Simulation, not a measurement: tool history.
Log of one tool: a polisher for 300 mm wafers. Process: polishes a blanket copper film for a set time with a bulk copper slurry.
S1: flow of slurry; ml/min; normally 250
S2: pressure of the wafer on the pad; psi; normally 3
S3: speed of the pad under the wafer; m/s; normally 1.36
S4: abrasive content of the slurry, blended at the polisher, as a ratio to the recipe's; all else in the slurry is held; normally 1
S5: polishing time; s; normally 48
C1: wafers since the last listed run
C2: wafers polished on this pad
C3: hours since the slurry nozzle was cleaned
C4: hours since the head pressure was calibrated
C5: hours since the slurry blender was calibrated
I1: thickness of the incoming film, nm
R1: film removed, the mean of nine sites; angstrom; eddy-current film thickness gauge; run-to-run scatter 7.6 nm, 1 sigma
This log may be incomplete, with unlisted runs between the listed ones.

| run | day | S1 | S2 | S3 | S4 | S5 | C1 | C2 | C3 | C4 | C5 | I1 | R1 |
|---|---|---|---|---|---|---|---|---|---|---|---|---|---|
| 1 | 0 | 250 | 3 | 1.36 | 1 | 48 | 0 | 1752 | 249.9 | 106.9 | 208.3 | 3867 | 6146 |
|  | 3.454 | slurry nozzle cleaned |
| 2 | 5.042 | 250 | 3 | 1.36 | 1 | 48 | 1620 | 3372 | 38.1 | 227.9 | 329.3 | 3876.4 | 6294 |
| 3 | 6.575 | 250 | 3 | 1.36 | 1 | 55 | 496 | 3869 | 74.9 | 264.7 | 366.1 | 3876.5 | 7070 |
|  | 7.754 | slurry blender recalibrated |
| 4 | 8.504 | 250 | 3 | 1.36 | 1 | 55 | 598 | 4467 | 121.2 | 311 | 18 | 3881.2 | 7187 |
| 5 | 9.933 | 250 | 3 | 1.36 | 1 | 48 | 463 | 4930 | 155.5 | 345.3 | 52.3 | 3884.9 | 6157 |
|  | 10.225 | worn pad replaced by a new one |
| 6 | 11.646 | 250 | 3 | 1.36 | 1 | 48 | 500 | 459 | 196.6 | 386.4 | 93.4 | 3885 | 6203 |
| 7 | 14.583 | 250 | 3 | 1.36 | 1 | 48 | 951 | 1411 | 267.1 | 456.9 | 163.9 | 3851.8 | 6233 |
| 8 | 17.538 | 250 | 3 | 1.36 | 1 | 48 | 957 | 2369 | 338 | 527.8 | 234.8 | 3915 | 6073 |
|  | 18.65 | slurry nozzle cleaned |
| 9 | 20.488 | 250 | 3 | 1.36 | 1 | 48 | 942 | 3311 | 44.1 | 598.6 | 305.6 | 3931.4 | 6135 |
| 10 | 23.475 | 250 | 3 | 1.36 | 1 | 48 | 968 | 4279 | 115.8 | 670.3 | 377.3 | 3961.2 | 6139 |
|  | 24.612 | slurry blender recalibrated |
| 11 | 25.108 | 250 | 3 | 1.36 | 1 | 48 | 502 | 4781 | 155 | 709.5 | 11.9 | 3926.2 | 6134 |
|  | 26.446 | worn pad replaced by a new one |
| 12 | 26.508 | 250 | 3 | 1.36 | 1 | 48 | 399 | 20 | 188.6 | 743.1 | 45.5 | 3883.8 | 6236 |
| 13 | 28.979 | 250 | 3 | 1.36 | 1 | 48 | 800 | 821 | 247.9 | 802.4 | 104.8 | 3925.2 | 6202 |
| 14 | 31.429 | 250 | 3 | 1.36 | 1 | 48 | 793 | 1614 | 306.7 | 861.2 | 163.6 | 3936.9 | 6188 |
| 15 | 34.133 | 250 | 3 | 1.36 | 1 | 48 | 876 | 2491 | 371.6 | 926.1 | 228.5 | 3813.5 | 6079 |
|  | 34.292 | head pressure recalibrated |
|  | 35.425 | slurry nozzle cleaned |
| 16 | 35.908 | 250 | 3 | 1.36 | 1 | 48 | 534 | 3025 | 11.6 | 38.8 | 271.1 | 3961.1 | 6160 |
| 17 | 37.462 | 250 | 3 | 1.36 | 1 | 48 | 503 | 3529 | 48.9 | 76.1 | 308.4 | 3880.1 | 6092 |
|  | 40.008 | slurry blender recalibrated |
|  | 43.917 | worn pad replaced by a new one |
| 18 | 45.1 | 250 | 3 | 1.36 | 1 | 48 | 2393 | 383 | 232.2 | 259.4 | 122.2 | 3940.5 | 6187 |

Forecast run 19:
| 19 | 46.55 | 250 | 2.4 | 1.52 | 0.85 | 55 | 469 | 853 | 267 | 294.2 | 157 | 3894.3 | ? |

{"run 19": {"R1": 5970}}
If the tool had no hidden condition, the same run with the same run-to-run variation would have returned R1 5970 angstrom.
